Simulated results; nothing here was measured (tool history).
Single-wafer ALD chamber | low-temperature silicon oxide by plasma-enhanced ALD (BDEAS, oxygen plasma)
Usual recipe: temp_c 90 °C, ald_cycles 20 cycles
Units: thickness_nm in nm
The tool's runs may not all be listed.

run	hour	temp_c	ald_cycles	read-back reference wafer on the same gauge, thickness_nm	thickness_nm
1	0	90	20	3.69	3.228
2	33.4	90	20	3.689	3.259
3	66.3	90	20	3.695	3.245
4	89.7	90	20	3.691	3.252
5	102.1	90	17	3.691	2.773
6	130.5	90	17	3.695	2.759
7	150.9	90	17	3.688	2.75
# hour 185.5: gauge calibrated
8	186.2	94	20	3.693	3.197
9	201.7	90	20	3.69	3.249
10	229.5	90	20	3.687	3.258
11	258.7	90	19	3.689	3.078
12	282	90	19	3.685	3.098
13	315.4	85	22	3.684	3.666
14	332.6	85	22	3.689	3.657
15	367.7	85	22	3.685	3.668
16	399.9	90	20	3.693	3.255
17	421.8	90	20	3.686	3.249
18	443.2	90	20	3.689	3.288
19	463.4	90	20	3.691	3.268
20	491.6	90	20	3.689	3.276
21	513.7	84	20	3.693	3.353
22	540.5	84	20	3.692	3.335
23	564.8	90	20	3.694	3.263
24	581.7	101	20	3.685	3.135
25	605	90	18	3.691	2.947
26	620.6	86	16	3.684	2.652
27	653.2	85	17	3.683	2.84
28	683.3	83	21	3.69	3.543
29	699.7	95	20	3.692	3.2
30	714.8	90	21	3.695	3.435
31	750.1	90	20	3.691	3.282
32	764.3	78	20	3.693	3.419
33	786.7	95	17	3.688	2.736
# hour 806.3: gauge calibrated
34	822.6	100	16	3.687	2.524
35	863.4	76	24	3.685	4.161
36	895.2	90	23	3.686	3.786
# hour 906.3: thermocouple changed; heater temperature recalibrated
37	928	86	20	3.687	3.28
38	946.6	90	20	3.691	3.184
39	977.6	104	22	3.691	3.365
40	998.5	86	22	3.684	3.608
41	1019.6	90	20	3.692	3.204
42	1039.9	90	20	3.685	3.209
43	1056.3	90	20	3.687	3.194
44	1086.1	79	18	3.695	3.019
45	1109.7	96	20	3.69	3.13
46	1142	100	22	3.691	3.397
47	1165.4	101	22	3.692	3.41

What would each run have given without the hidden state, its run-to-run variation left as it was?
The tool's hidden condition here consists of: wafer temperature above the value expected at the setpoint (K); gauge reads high (%).
run	thickness_nm
1	3.189
2	3.219
3	3.204
4	3.209
5	2.737
6	2.721
7	2.712
8	3.15
9	3.202
10	3.21
11	3.031
12	3.05
13	3.609
14	3.599
15	3.608
16	3.199
17	3.193
18	3.23
19	3.209
20	3.216
21	3.292
22	3.274
23	3.2
24	3.085
25	2.889
26	2.6
27	2.784
28	3.472
29	3.132
30	3.363
31	3.211
32	3.348
33	2.675
34	2.472
35	4.071
36	3.698
37	3.281
38	3.184
39	3.365
40	3.606
41	3.201
42	3.205
43	3.189
44	3.014
45	3.123
46	3.393
47	3.405
